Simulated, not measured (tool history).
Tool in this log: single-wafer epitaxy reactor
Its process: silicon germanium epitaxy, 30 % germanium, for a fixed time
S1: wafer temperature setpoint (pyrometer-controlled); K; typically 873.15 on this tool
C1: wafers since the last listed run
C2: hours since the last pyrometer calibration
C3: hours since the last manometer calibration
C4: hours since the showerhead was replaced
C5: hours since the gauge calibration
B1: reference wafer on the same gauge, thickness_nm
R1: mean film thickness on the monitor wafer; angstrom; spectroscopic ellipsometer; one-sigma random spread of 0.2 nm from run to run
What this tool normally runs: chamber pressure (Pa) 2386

{"run": 1, "day": 0.0, "S1": 877.15, "chamber pressure (Pa)": 2386, "C1": 0, "C2": 1038.4, "C3": 482.4, "C4": 6976.7, "C5": 573.5, "B1": 54.888, "R1": 631.86}
{"run": 2, "day": 2.488, "S1": 877.15, "chamber pressure (Pa)": 2386, "C1": 817, "C2": 1098.1, "C3": 542.1, "C4": 7036.4, "C5": 633.2, "B1": 55.077, "R1": 629.36}
{"run": 3, "day": 4.796, "S1": 884.15, "chamber pressure (Pa)": 2386, "C1": 759, "C2": 1153.5, "C3": 597.5, "C4": 7091.8, "C5": 688.6, "B1": 54.922, "R1": 726.11}
{"run": 4, "day": 7.317, "S1": 884.15, "chamber pressure (Pa)": 2386, "C1": 828, "C2": 1214, "C3": 658, "C4": 7152.3, "C5": 749.1, "B1": 54.982, "R1": 725.33}
{"run": 5, "day": 9.158, "S1": 878.15, "chamber pressure (Pa)": 2386, "C1": 605, "C2": 1258.2, "C3": 702.2, "C4": 7196.5, "C5": 793.3, "B1": 54.993, "R1": 638.44}
{"run": 6, "day": 10.55, "S1": 873.15, "chamber pressure (Pa)": 2386, "C1": 457, "C2": 1291.6, "C3": 735.6, "C4": 7229.9, "C5": 826.7, "B1": 55.018, "R1": 578.21}
{"run": 7, "day": 13.458, "S1": 873.15, "chamber pressure (Pa)": 2386, "C1": 956, "C2": 1361.4, "C3": 805.4, "C4": 7299.7, "C5": 896.5, "B1": 55.014, "R1": 576.97}
{"day": 15.188, "done": "gauge calibrated"}
{"run": 8, "day": 15.317, "S1": 873.15, "chamber pressure (Pa)": 2386, "C1": 611, "C2": 1406, "C3": 850, "C4": 7344.3, "C5": 3.1, "B1": 55.042, "R1": 577.15}
{"run": 9, "day": 16.562, "S1": 859.15, "chamber pressure (Pa)": 2733, "C1": 409, "C2": 1435.9, "C3": 879.9, "C4": 7374.2, "C5": 33, "B1": 55.004, "R1": 460.5}
{"run": 10, "day": 18.729, "S1": 873.15, "chamber pressure (Pa)": 2386, "C1": 712, "C2": 1487.9, "C3": 931.9, "C4": 7426.2, "C5": 85, "B1": 54.943, "R1": 575.34}
{"run": 11, "day": 20.642, "S1": 873.15, "chamber pressure (Pa)": 2626, "C1": 628, "C2": 1533.8, "C3": 977.8, "C4": 7472.1, "C5": 130.9, "B1": 55.043, "R1": 600.33}
{"day": 22.3, "done": "capacitance manometer re-zeroed and calibrated"}
{"day": 22.396, "done": "showerhead replaced, of another model than before"}
{"run": 12, "day": 22.417, "S1": 873.15, "chamber pressure (Pa)": 2626, "C1": 442, "C2": 1576.4, "C3": 2.8, "C4": 0.5, "C5": 173.5, "B1": 54.911, "R1": 589.91}
{"run": 13, "day": 24.108, "S1": 860.15, "chamber pressure (Pa)": 2386, "C1": 556, "C2": 1617, "C3": 43.4, "C4": 41.1, "C5": 214.1, "B1": 54.888, "R1": 434.75}
{"day": 24.9, "done": "pyrometer calibrated"}
{"run": 14, "day": 26.933, "S1": 862.15, "chamber pressure (Pa)": 1827, "C1": 819, "C2": 48.8, "C3": 111.2, "C4": 108.9, "C5": 281.9, "B1": 54.931, "R1": 430.54}
{"run": 15, "day": 29.196, "S1": 860.15, "chamber pressure (Pa)": 2200, "C1": 743, "C2": 103.1, "C3": 165.5, "C4": 163.2, "C5": 336.2, "B1": 54.989, "R1": 440.47}
{"run": 16, "day": 31.067, "S1": 866.15, "chamber pressure (Pa)": 2386, "C1": 615, "C2": 148, "C3": 210.4, "C4": 208.1, "C5": 381.1, "B1": 55.051, "R1": 512.4}
{"run": 17, "day": 33.817, "S1": 873.15, "chamber pressure (Pa)": 2866, "C1": 904, "C2": 214, "C3": 276.4, "C4": 274.1, "C5": 447.1, "B1": 54.985, "R1": 629.8}

Alternative continuations, all from the tool just after run 17; predict every row:
{"run": "A", "day": 33.833, "S1": 873.15, "chamber pressure (Pa)": 2386, "C1": 5, "C2": 214.4, "C3": 276.8, "C4": 274.5, "C5": 447.5, "B1": "?", "R1": "?"}
{"run": "B", "day": 33.833, "S1": 885.15, "chamber pressure (Pa)": 2893, "C1": 5, "C2": 214.4, "C3": 276.8, "C4": 274.5, "C5": 447.5, "B1": "?", "R1": "?"}
{"run": "C", "day": 33.833, "S1": 880.15, "chamber pressure (Pa)": 2693, "C1": 5, "C2": 214.4, "C3": 276.8, "C4": 274.5, "C5": 447.5, "B1": "?", "R1": "?"}

run=A B1=54.98 R1=594.54
run=B B1=54.98 R1=812.01
run=C B1=54.98 R1=715.71
What these runs would have given with no unlogged condition in the tool:
run=A R1=595.64
run=B R1=813.46
run=C R1=717

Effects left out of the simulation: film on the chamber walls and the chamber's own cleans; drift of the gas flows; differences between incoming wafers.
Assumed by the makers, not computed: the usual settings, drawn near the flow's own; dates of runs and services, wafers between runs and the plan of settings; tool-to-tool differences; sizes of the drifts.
